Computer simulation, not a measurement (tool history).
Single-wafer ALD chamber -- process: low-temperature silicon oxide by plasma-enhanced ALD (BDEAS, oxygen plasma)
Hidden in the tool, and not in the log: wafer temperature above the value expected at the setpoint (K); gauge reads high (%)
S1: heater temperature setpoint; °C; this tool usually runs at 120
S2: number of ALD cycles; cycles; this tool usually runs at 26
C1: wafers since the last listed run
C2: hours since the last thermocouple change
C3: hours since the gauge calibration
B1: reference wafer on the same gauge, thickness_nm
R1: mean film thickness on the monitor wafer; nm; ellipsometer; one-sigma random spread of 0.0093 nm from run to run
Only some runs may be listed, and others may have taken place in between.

run 1 hour=0.0 | S1=120 S2=29 | C1=0 C2=1070.3 C3=43.2 | B1=4.300 | R1=4.154
run 2 hour=9.2 | S1=120 S2=29 | C1=49 C2=1079.5 C3=52.4 | B1=4.301 | R1=4.141
run 3 hour=25.3 | S1=120 S2=26 | C1=87 C2=1095.6 C3=68.5 | B1=4.299 | R1=3.718
run 4 hour=31.7 | S1=120 S2=26 | C1=34 C2=1102.0 C3=74.9 | B1=4.299 | R1=3.714
run 5 hour=49.6 | S1=120 S2=26 | C1=96 C2=1119.9 C3=92.8 | B1=4.300 | R1=3.720
run 6 hour=57.0 | S1=126 S2=26 | C1=40 C2=1127.3 C3=100.2 | B1=4.300 | R1=3.669
run 7 hour=70.8 | S1=126 S2=26 | C1=74 C2=1141.1 C3=114.0 | B1=4.303 | R1=3.686
run 8 hour=80.2 | S1=126 S2=26 | C1=50 C2=1150.5 C3=123.4 | B1=4.300 | R1=3.680
run 9 hour=98.0 | S1=120 S2=26 | C1=96 C2=1168.3 C3=141.2 | B1=4.303 | R1=3.721
run 10 hour=105.0 | S1=120 S2=26 | C1=37 C2=1175.3 C3=148.2 | B1=4.300 | R1=3.706
-- hour=117.6 thermocouple changed; heater temperature recalibrated
run 11 hour=118.1 | S1=120 S2=26 | C1=27 C2=0.5 C3=161.3 | B1=4.299 | R1=3.711
run 12 hour=141.2 | S1=120 S2=26 | C1=124 C2=23.6 C3=184.4 | B1=4.299 | R1=3.715
run 13 hour=147.7 | S1=120 S2=26 | C1=35 C2=30.1 C3=190.9 | B1=4.301 | R1=3.729
run 14 hour=164.4 | S1=109 S2=21 | C1=90 C2=46.8 C3=207.6 | B1=4.300 | R1=3.052
-- hour=175.1 gauge calibrated
run 15 hour=185.4 | S1=120 S2=24 | C1=113 C2=67.8 C3=10.3 | B1=4.298 | R1=3.426
run 16 hour=235.7 | S1=133 S2=26 | C1=272 C2=118.1 C3=60.6 | B1=4.299 | R1=3.630
run 17 hour=246.2 | S1=110 S2=28 | C1=56 C2=128.6 C3=71.1 | B1=4.300 | R1=4.053
run 18 hour=257.3 | S1=135 S2=26 | C1=60 C2=139.7 C3=82.2 | B1=4.300 | R1=3.619
run 19 hour=270.1 | S1=120 S2=26 | C1=69 C2=152.5 C3=95.0 | B1=4.297 | R1=3.713

Forecast run 20:
run 20 hour=281.8 | S1=120 S2=26 | C1=63 C2=164.2 C3=106.7 | B1=? | R1=?

{"run 20": {"B1": 4.298, "R1": 3.714}}
Were there no unlogged condition in the tool, this run, its random variation unchanged, would have produced R1 3.714 nm.
